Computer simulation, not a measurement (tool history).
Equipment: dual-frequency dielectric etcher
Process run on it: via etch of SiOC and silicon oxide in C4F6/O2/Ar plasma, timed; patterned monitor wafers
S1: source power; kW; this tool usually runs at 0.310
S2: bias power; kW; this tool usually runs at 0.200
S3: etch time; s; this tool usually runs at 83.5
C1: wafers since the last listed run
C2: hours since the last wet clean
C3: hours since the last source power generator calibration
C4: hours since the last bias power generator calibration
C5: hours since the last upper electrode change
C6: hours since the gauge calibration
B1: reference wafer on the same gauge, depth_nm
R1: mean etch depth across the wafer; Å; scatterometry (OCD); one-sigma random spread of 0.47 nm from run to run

run	hour	S1	S2	S3	C1	C2	C3	C4	C5	C6	B1	R1
1	0.0	0.310	0.182	89.0	0	200.9	3059.1	4717.8	3984.9	141.0	100.0	952
2	14.2	0.310	0.200	83.5	87	215.1	3073.3	4732.0	3999.1	155.2	99.9	938
3	24.7	0.330	0.200	83.5	64	225.6	3083.8	4742.5	4009.6	165.7	100.0	968
4	33.6	0.310	0.200	83.5	54	234.5	3092.7	4751.4	4018.5	174.6	99.8	950
5	51.4	0.310	0.200	83.5	109	252.3	3110.5	4769.2	4036.3	192.4	99.9	934
6	63.6	0.310	0.200	83.5	75	264.5	3122.7	4781.4	4048.5	204.6	99.9	938
7	81.1	0.310	0.200	83.5	107	282.0	3140.2	4798.9	4066.0	222.1	99.8	943
8	87.7	0.310	0.200	83.5	40	288.6	3146.8	4805.5	4072.6	228.7	99.9	940
# hour 118.0: upper electrode replaced
9	118.5	0.310	0.226	83.5	41	319.4	3177.6	4836.3	0.5	259.5	100.0	996
10	120.0	0.310	0.226	83.5	9	320.9	3179.1	4837.8	2.0	261.0	99.9	993
# hour 132.7: source power generator calibrated
# hour 137.1: bias power generator calibrated
11	137.6	0.310	0.226	83.5	59	338.5	4.9	0.5	19.6	278.6	100.0	1008
12	142.1	0.310	0.200	83.5	27	343.0	9.4	5.0	24.1	283.1	99.8	954
# hour 160.2: gauge calibrated
# hour 201.7: wet clean of the chamber
13	202.2	0.260	0.200	83.5	222	0.5	69.5	65.1	84.2	42.0	99.8	837
14	202.5	0.240	0.219	59.0	1	0.8	69.8	65.4	84.5	42.3	99.9	594
15	207.3	0.350	0.215	90.5	29	5.6	74.6	70.2	89.3	47.1	99.8	1106
16	215.4	0.280	0.200	76.0	49	13.7	82.7	78.3	97.4	55.2	100.0	796
17	228.3	0.310	0.154	83.5	79	26.6	95.6	91.2	110.3	68.1	99.9	818
18	235.6	0.310	0.200	83.5	44	33.9	102.9	98.5	117.6	75.4	100.1	927
19	252.6	0.330	0.200	83.5	104	50.9	119.9	115.5	134.6	92.4	99.9	963
20	270.1	0.310	0.226	83.5	107	68.4	137.4	133.0	152.1	109.9	99.9	973
21	287.9	0.370	0.200	104.5	109	86.2	155.2	150.8	169.9	127.7	99.9	1279
22	305.7	0.380	0.222	67.0	109	104.0	173.0	168.6	187.7	145.5	99.7	873
23	316.7	0.250	0.175	76.5	67	115.0	184.0	179.6	198.7	156.5	99.9	707
24	324.9	0.310	0.200	73.0	50	123.2	192.2	187.8	206.9	164.7	99.8	822
25	338.6	0.310	0.243	60.0	84	136.9	205.9	201.5	220.6	178.4	99.9	735
26	352.4	0.310	0.200	83.5	85	150.7	219.7	215.3	234.4	192.2	100.0	936
27	362.4	0.310	0.200	83.5	61	160.7	229.7	225.3	244.4	202.2	99.9	931
28	369.9	0.370	0.235	64.5	46	168.2	237.2	232.8	251.9	209.7	99.9	850
29	377.8	0.310	0.245	107.0	48	176.1	245.1	240.7	259.8	217.6	99.8	1317

Give the tool's hidden conditions for every run:
source power that arrives over what is set, %: 0 across all the runs
bias power that arrives over what is set, %: 0 across all the runs
gauge reads high (%): 0 across all the runs
H1: etch rate over this chamber's usual, %
run	H1
1	1.16
2	1.27
3	1.34
4	1.41
5	1.53
6	1.62
7	1.75
8	1.79
9	2.02
10	2.03
11	2.15
12	2.19
13	0.103
14	0.105
15	0.14
16	0.198
17	0.291
18	0.343
19	0.466
20	0.592
21	0.72
22	0.848
23	0.927
24	0.986
25	1.08
26	1.18
27	1.26
28	1.31
29	1.37
